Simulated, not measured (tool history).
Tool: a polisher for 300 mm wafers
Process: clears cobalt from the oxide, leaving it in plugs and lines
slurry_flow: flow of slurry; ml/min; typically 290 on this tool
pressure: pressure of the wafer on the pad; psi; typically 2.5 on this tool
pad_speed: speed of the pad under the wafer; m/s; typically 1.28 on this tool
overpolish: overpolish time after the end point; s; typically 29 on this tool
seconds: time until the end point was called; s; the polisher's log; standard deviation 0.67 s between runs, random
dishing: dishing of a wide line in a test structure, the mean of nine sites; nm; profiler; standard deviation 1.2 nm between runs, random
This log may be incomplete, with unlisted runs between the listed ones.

| run | hour | slurry_flow | pressure | pad_speed | overpolish | wafers since the last listed run | wafers polished on this pad | hours since the slurry nozzle was cleaned | hours since the head pressure was calibrated | incoming thickness of the incoming film, nm | seconds | dishing |
|---|---|---|---|---|---|---|---|---|---|---|---|---|
| 1 | 0 | 290 | 2.5 | 1.28 | 29 | 0 | 1013 | 59.7 | 651.6 | 253.9 | 41.1 | 60.1 |
|  | 9 | worn pad replaced by a new one |
| 2 | 14.3 | 290 | 2.5 | 1.28 | 29 | 116 | 59 | 74 | 665.9 | 252.4 | 37.6 | 59.5 |
| 3 | 29.1 | 290 | 2.5 | 1.28 | 29 | 166 | 226 | 88.8 | 680.7 | 246.1 | 36.9 | 59.9 |
| 4 | 36.4 | 290 | 2.5 | 1.28 | 29 | 82 | 308 | 96.1 | 688 | 248.6 | 38 | 60.4 |
| 5 | 51.2 | 290 | 2.5 | 1.28 | 29 | 166 | 475 | 110.9 | 702.8 | 251.9 | 37.6 | 59.1 |
| 6 | 60.5 | 290 | 2.5 | 1.28 | 29 | 104 | 580 | 120.2 | 712.1 | 251.2 | 38 | 60.1 |
| 7 | 72.5 | 290 | 2.9 | 1.28 | 41 | 135 | 715 | 132.2 | 724.1 | 249.7 | 33.1 | 60.1 |
| 8 | 114.3 | 290 | 2.5 | 1.28 | 29 | 471 | 1186 | 174 | 765.9 | 247.4 | 42 | 59.4 |
|  | 126.3 | worn pad replaced by a new one |
| 9 | 131.9 | 290 | 2.5 | 1.28 | 29 | 153 | 63 | 191.6 | 783.5 | 248.2 | 36.7 | 57.4 |
| 10 | 149.7 | 290 | 2.5 | 1.28 | 29 | 200 | 263 | 209.4 | 801.3 | 254.7 | 37.8 | 62.3 |
| 11 | 165.6 | 290 | 2.5 | 1.28 | 29 | 179 | 443 | 225.3 | 817.2 | 250.3 | 38.3 | 58.3 |
| 12 | 189.7 | 290 | 2.5 | 1.28 | 29 | 271 | 714 | 249.4 | 841.3 | 250.5 | 40.2 | 59 |
| 13 | 202.5 | 210 | 2.5 | 1.1 | 29 | 144 | 858 | 262.2 | 854.1 | 250.6 | 45.2 | 57.4 |
| 14 | 213.7 | 365 | 2.5 | 1.28 | 29 | 126 | 985 | 273.4 | 865.3 | 249.8 | 40.2 | 60.2 |
|  | 222.6 | worn pad replaced by a new one |
| 15 | 223.1 | 365 | 2.5 | 1.28 | 29 | 60 | 5 | 282.8 | 874.7 | 251.9 | 36.8 | 58.8 |
| 16 | 227 | 365 | 2.5 | 1.28 | 29 | 43 | 49 | 286.7 | 878.6 | 251.7 | 37.2 | 60.6 |
| 17 | 244.6 | 290 | 2.5 | 1.48 | 24 | 198 | 247 | 304.3 | 896.2 | 248.4 | 32.3 | 57.3 |
|  | 288.4 | slurry nozzle cleaned |
| 18 | 298.5 | 290 | 2.5 | 1.28 | 29 | 596 | 843 | 10.1 | 950.1 | 247.1 | 38 | 58.4 |
| 19 | 312.4 | 290 | 1.6 | 1.28 | 13 | 156 | 1000 | 24 | 964 | 252.7 | 62.9 | 34.4 |
|  | 319.6 | worn pad replaced by a new one |
| 20 | 326.1 | 290 | 2.5 | 1.28 | 29 | 109 | 72 | 37.7 | 977.7 | 248.9 | 37.8 | 58.8 |
| 21 | 343.1 | 215 | 2.5 | 1.28 | 21 | 191 | 264 | 54.7 | 994.7 | 253.6 | 40.9 | 54.2 |
| 22 | 369.4 | 215 | 2.1 | 1.6 | 36 | 296 | 560 | 81 | 1021 | 250.2 | 38.6 | 62.1 |
| 23 | 381.7 | 225 | 1.6 | 1.44 | 43 | 138 | 699 | 93.3 | 1033.3 | 251.1 | 56 | 59 |
| 24 | 388 | 290 | 2.5 | 1.28 | 34 | 70 | 770 | 99.6 | 1039.6 | 251.6 | 40.1 | 60.1 |
| 25 | 403.4 | 235 | 2.5 | 1.28 | 29 | 173 | 943 | 115 | 1055 | 250.2 | 41.4 | 56.4 |
|  | 416.4 | head pressure recalibrated |
| 26 | 420.4 | 195 | 2.5 | 1.28 | 29 | 169 | 1112 | 132 | 4 | 247.9 | 43.5 | 56.2 |
| 27 | 428.5 | 290 | 2.5 | 1.28 | 29 | 91 | 1204 | 140.1 | 12.1 | 248.6 | 42.1 | 58.1 |
|  | 436.5 | worn pad replaced by a new one |
| 28 | 437 | 290 | 2.5 | 1.28 | 29 | 50 | 5 | 148.6 | 20.6 | 246.3 | 38.3 | 58.8 |
| 29 | 446 | 290 | 2.2 | 1.28 | 18 | 101 | 106 | 157.6 | 29.6 | 252.7 | 44.1 | 52 |
| 30 | 493.8 | 200 | 2.5 | 1.28 | 29 | 538 | 645 | 205.4 | 77.4 | 247.6 | 40.3 | 58.5 |
| 31 | 502.1 | 290 | 2.5 | 1.28 | 35 | 93 | 738 | 213.7 | 85.7 | 250 | 37.8 | 60.4 |

The next listed run, before its measurement:
|  | 534.5 | worn pad replaced by a new one |
| 32 | 552.4 | 290 | 2.5 | 1.28 | 43 | 521 | 201 | 264 | 136 | 251.3 | ? | ? |

seconds: 37.3 s
dishing: 61.1 nm
On a tool with no hidden condition, and with the same random variation, this run would have come out at seconds 37.1 s, dishing 61.1 nm.

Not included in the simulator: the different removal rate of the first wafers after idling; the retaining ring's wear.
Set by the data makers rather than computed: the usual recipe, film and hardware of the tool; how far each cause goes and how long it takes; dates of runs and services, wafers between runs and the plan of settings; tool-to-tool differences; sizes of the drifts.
